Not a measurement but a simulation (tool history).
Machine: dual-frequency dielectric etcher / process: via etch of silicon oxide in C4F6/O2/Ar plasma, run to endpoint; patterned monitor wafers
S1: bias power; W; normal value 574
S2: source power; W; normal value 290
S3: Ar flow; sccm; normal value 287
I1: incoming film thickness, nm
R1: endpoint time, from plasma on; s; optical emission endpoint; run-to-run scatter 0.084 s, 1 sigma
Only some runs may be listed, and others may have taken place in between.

run 1 hour=0.0 | S1=574 S2=290 S3=287 | I1=95.4 | R1=21.3
run 2 hour=63.4 | S1=574 S2=290 S3=287 | I1=96.1 | R1=21.6
-- hour=92.1 source power generator calibrated
run 3 hour=123.8 | S1=574 S2=290 S3=287 | I1=96.3 | R1=21.0
run 4 hour=153.1 | S1=574 S2=290 S3=287 | I1=95.3 | R1=20.8
run 5 hour=198.2 | S1=476 S2=290 S3=287 | I1=95.5 | R1=22.4
run 6 hour=262.9 | S1=476 S2=290 S3=287 | I1=96.2 | R1=22.7
run 7 hour=319.8 | S1=574 S2=240 S3=287 | I1=95.7 | R1=23.3
-- hour=387.0 upper electrode replaced
run 8 hour=387.5 | S1=574 S2=290 S3=287 | I1=95.6 | R1=20.8
run 9 hour=439.3 | S1=707 S2=320 S3=236 | I1=95.8 | R1=17.4
-- hour=465.8 wet clean of the chamber
-- hour=483.0 bias power generator calibrated
run 10 hour=497.8 | S1=513 S2=230 S3=357 | I1=95.7 | R1=26.5
run 11 hour=540.6 | S1=574 S2=250 S3=312 | I1=95.4 | R1=23.4
run 12 hour=594.5 | S1=574 S2=290 S3=325 | I1=95.8 | R1=21.6
run 13 hour=624.5 | S1=431 S2=240 S3=222 | I1=96.4 | R1=25.6
run 14 hour=689.3 | S1=574 S2=290 S3=287 | I1=96.5 | R1=21.4
run 15 hour=757.2 | S1=659 S2=260 S3=351 | I1=96.6 | R1=22.3
run 16 hour=784.5 | S1=574 S2=290 S3=287 | I1=95.7 | R1=21.1
run 17 hour=822.2 | S1=500 S2=290 S3=235 | I1=96.5 | R1=21.6
run 18 hour=850.8 | S1=574 S2=340 S3=262 | I1=96.2 | R1=19.3
run 19 hour=887.2 | S1=574 S2=290 S3=269 | I1=96.1 | R1=20.9

What does the tool deliver on the next run?
run 20 hour=940.1 | S1=613 S2=250 S3=266 | I1=94.9 | R1=?

{"run 20": {"R1": 21.9}}
On a tool with no hidden condition, and with the same random variation, this run would have come out at R1 22.0 s.
